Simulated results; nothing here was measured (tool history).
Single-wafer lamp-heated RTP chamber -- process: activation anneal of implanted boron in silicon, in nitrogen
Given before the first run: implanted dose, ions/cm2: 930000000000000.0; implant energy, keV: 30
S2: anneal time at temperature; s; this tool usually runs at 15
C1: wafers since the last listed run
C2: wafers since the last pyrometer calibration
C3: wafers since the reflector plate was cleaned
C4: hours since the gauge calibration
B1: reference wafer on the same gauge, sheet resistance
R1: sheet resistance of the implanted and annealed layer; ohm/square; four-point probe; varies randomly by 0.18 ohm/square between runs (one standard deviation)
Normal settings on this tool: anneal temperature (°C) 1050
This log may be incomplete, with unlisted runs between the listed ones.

run 1 hour=0 | anneal_temperature_(°C)=1050 S2=15 | C1=0 C2=2969 C3=10244 C4=64.5 | B1=96.99 | R1=118.42
-- hour=73.7 pyrometer window cleaned and pyrometer calibrated
run 2 hour=74.2 | anneal_temperature_(°C)=1050 S2=15 | C1=1162 C2=9 C3=11406 C4=138.7 | B1=97.05 | R1=118.41
-- hour=137.6 reflector plate cleaned
run 3 hour=164.7 | anneal_temperature_(°C)=1050 S2=15 | C1=1448 C2=1457 C3=476 C4=229.2 | B1=97.16 | R1=118.59
-- hour=343 pyrometer window cleaned and pyrometer calibrated
run 4 hour=386.6 | anneal_temperature_(°C)=1050 S2=20 | C1=3755 C2=766 C3=4231 C4=451.1 | B1=97.46 | R1=118.38
run 5 hour=460.8 | anneal_temperature_(°C)=1050 S2=20 | C1=1302 C2=2068 C3=5534 C4=525.3 | B1=97.48 | R1=118.77
run 6 hour=498 | anneal_temperature_(°C)=1050 S2=15 | C1=653 C2=2722 C3=6187 C4=562.5 | B1=97.52 | R1=119.18
run 7 hour=555 | anneal_temperature_(°C)=1029 S2=15 | C1=1000 C2=3722 C3=7188 C4=619.5 | B1=97.56 | R1=120.29
run 8 hour=600.7 | anneal_temperature_(°C)=1028 S2=15 | C1=802 C2=4525 C3=7990 C4=665.2 | B1=97.56 | R1=120.4
-- hour=636.1 pyrometer window cleaned and pyrometer calibrated
run 9 hour=669.5 | anneal_temperature_(°C)=1064 S2=17 | C1=1067 C2=586 C3=9058 C4=734 | B1=97.73 | R1=118.72
-- hour=689.6 gauge calibrated
-- hour=722.7 reflector plate cleaned
-- hour=880.8 pyrometer window cleaned and pyrometer calibrated
run 10 hour=918 | anneal_temperature_(°C)=1020 S2=22 | C1=4081 C2=652 C3=3288 C4=228.4 | B1=97.22 | R1=120.36
run 11 hour=1011 | anneal_temperature_(°C)=1050 S2=15 | C1=1632 C2=2285 C3=4921 C4=321.4 | B1=97.45 | R1=118.48
run 12 hour=1088.4 | anneal_temperature_(°C)=1039 S2=15 | C1=1358 C2=3644 C3=6280 C4=398.8 | B1=97.43 | R1=119.62
run 13 hour=1155.1 | anneal_temperature_(°C)=1070 S2=7 | C1=1171 C2=4815 C3=7451 C4=465.5 | B1=97.54 | R1=119.17
-- hour=1170.6 pyrometer window cleaned and pyrometer calibrated
run 14 hour=1235.9 | anneal_temperature_(°C)=1050 S2=8 | C1=1278 C2=1146 C3=8729 C4=546.3 | B1=97.6 | R1=119.49
run 15 hour=1336.1 | anneal_temperature_(°C)=1028 S2=18 | C1=1759 C2=2905 C3=10488 C4=646.5 | B1=97.74 | R1=120.11
-- hour=1378.4 reflector plate cleaned
-- hour=1424.1 pyrometer window cleaned and pyrometer calibrated
run 16 hour=1424.6 | anneal_temperature_(°C)=1050 S2=15 | C1=1272 C2=8 C3=670 C4=735 | B1=97.81 | R1=119.43

5 options for the next run, each taken on its own from the tool as it stands now. Forecast them:
run A hour=1425 | anneal_temperature_(°C)=1070 S2=15 | C1=7 C2=15 C3=677 C4=735.4 | B1=? | R1=?
run B hour=1425 | anneal_temperature_(°C)=1037 S2=20 | C1=7 C2=15 C3=677 C4=735.4 | B1=? | R1=?
run C hour=1425 | anneal_temperature_(°C)=1033 S2=21 | C1=7 C2=15 C3=677 C4=735.4 | B1=? | R1=?
run D hour=1425 | anneal_temperature_(°C)=1023 S2=22 | C1=7 C2=15 C3=677 C4=735.4 | B1=? | R1=?
run E hour=1425 | anneal_temperature_(°C)=1027 S2=10 | C1=7 C2=15 C3=677 C4=735.4 | B1=? | R1=?

run=A B1=97.79 R1=118.94
run=B B1=97.79 R1=120
run=C B1=97.79 R1=120.21
run=D B1=97.79 R1=120.94
run=E B1=97.79 R1=121.39
Take away the tool's hidden state, keep each run's random variation, and the runs would have read:
run=A R1=117.93
run=B R1=118.99
run=C R1=119.19
run=D R1=119.92
run=E R1=120.36
